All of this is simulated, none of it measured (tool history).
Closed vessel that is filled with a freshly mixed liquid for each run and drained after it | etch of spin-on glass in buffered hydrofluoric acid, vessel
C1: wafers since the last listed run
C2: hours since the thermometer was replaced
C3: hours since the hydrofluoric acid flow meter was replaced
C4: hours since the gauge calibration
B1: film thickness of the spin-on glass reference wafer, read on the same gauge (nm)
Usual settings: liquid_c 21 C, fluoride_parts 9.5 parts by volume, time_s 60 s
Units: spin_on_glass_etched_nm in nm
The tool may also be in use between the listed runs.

{"run": 1, "hour": 0.0, "liquid_c": 21, "fluoride_parts": 9.5, "time_s": 60, "C1": 0, "C2": 1963.1, "C3": 1485.7, "C4": 34.5, "B1": 100.01, "spin_on_glass_etched_nm": 173.6}
{"run": 2, "hour": 56.5, "liquid_c": 21, "fluoride_parts": 9.5, "time_s": 60, "C1": 5955, "C2": 2019.6, "C3": 1542.2, "C4": 91, "B1": 100, "spin_on_glass_etched_nm": 173.23}
{"run": 3, "hour": 105.9, "liquid_c": 21, "fluoride_parts": 9.5, "time_s": 60, "C1": 5206, "C2": 2069, "C3": 1591.6, "C4": 140.4, "B1": 99.99, "spin_on_glass_etched_nm": 172.77}
{"run": 4, "hour": 144.8, "liquid_c": 21, "fluoride_parts": 9.5, "time_s": 80, "C1": 4100, "C2": 2107.9, "C3": 1630.5, "C4": 179.3, "B1": 100.03, "spin_on_glass_etched_nm": 229.79}
{"run": 5, "hour": 175.2, "liquid_c": 21, "fluoride_parts": 9.5, "time_s": 80, "C1": 3204, "C2": 2138.3, "C3": 1660.9, "C4": 209.7, "B1": 100.04, "spin_on_glass_etched_nm": 232.28}
{"hour": 196.9, "done": "hydrofluoric acid flow meter replaced"}
{"run": 6, "hour": 224.9, "liquid_c": 21, "fluoride_parts": 9.5, "time_s": 80, "C1": 5133, "C2": 2188, "C3": 28, "C4": 259.4, "B1": 100, "spin_on_glass_etched_nm": 230.17}
{"run": 7, "hour": 273.2, "liquid_c": 21, "fluoride_parts": 8, "time_s": 60, "C1": 5090, "C2": 2236.3, "C3": 76.3, "C4": 307.7, "B1": 100, "spin_on_glass_etched_nm": 203.86}
{"run": 8, "hour": 303.5, "liquid_c": 21, "fluoride_parts": 9.5, "time_s": 60, "C1": 3193, "C2": 2266.6, "C3": 106.6, "C4": 338, "B1": 99.97, "spin_on_glass_etched_nm": 172}
{"run": 9, "hour": 339.7, "liquid_c": 24.5, "fluoride_parts": 12, "time_s": 60, "C1": 3815, "C2": 2302.8, "C3": 142.8, "C4": 374.2, "B1": 100.01, "spin_on_glass_etched_nm": 170.39}
{"run": 10, "hour": 366.6, "liquid_c": 25, "fluoride_parts": 8, "time_s": 40, "C1": 2835, "C2": 2329.7, "C3": 169.7, "C4": 401.1, "B1": 100, "spin_on_glass_etched_nm": 169.97}
{"hour": 432.0, "done": "gauge calibrated"}
{"run": 11, "hour": 432.9, "liquid_c": 25.5, "fluoride_parts": 13, "time_s": 85, "C1": 6988, "C2": 2396, "C3": 236, "C4": 0.9, "B1": 100, "spin_on_glass_etched_nm": 235.01}
{"hour": 457.7, "done": "thermometer replaced"}
{"run": 12, "hour": 458.2, "liquid_c": 21, "fluoride_parts": 9.5, "time_s": 50, "C1": 2561, "C2": 0.5, "C3": 261.3, "C4": 26.2, "B1": 100, "spin_on_glass_etched_nm": 144.42}

Run 13 comes next. What will it give?
{"run": 13, "hour": 508.7, "liquid_c": 21, "fluoride_parts": 9.5, "time_s": 60, "C1": 5322, "C2": 51, "C3": 311.8, "C4": 76.7, "B1": "?", "spin_on_glass_etched_nm": "?"}

B1: 100.01
spin_on_glass_etched_nm: 172.97 nm
Without the tool's hidden state the same run would have given spin_on_glass_etched_nm 172.97 nm.
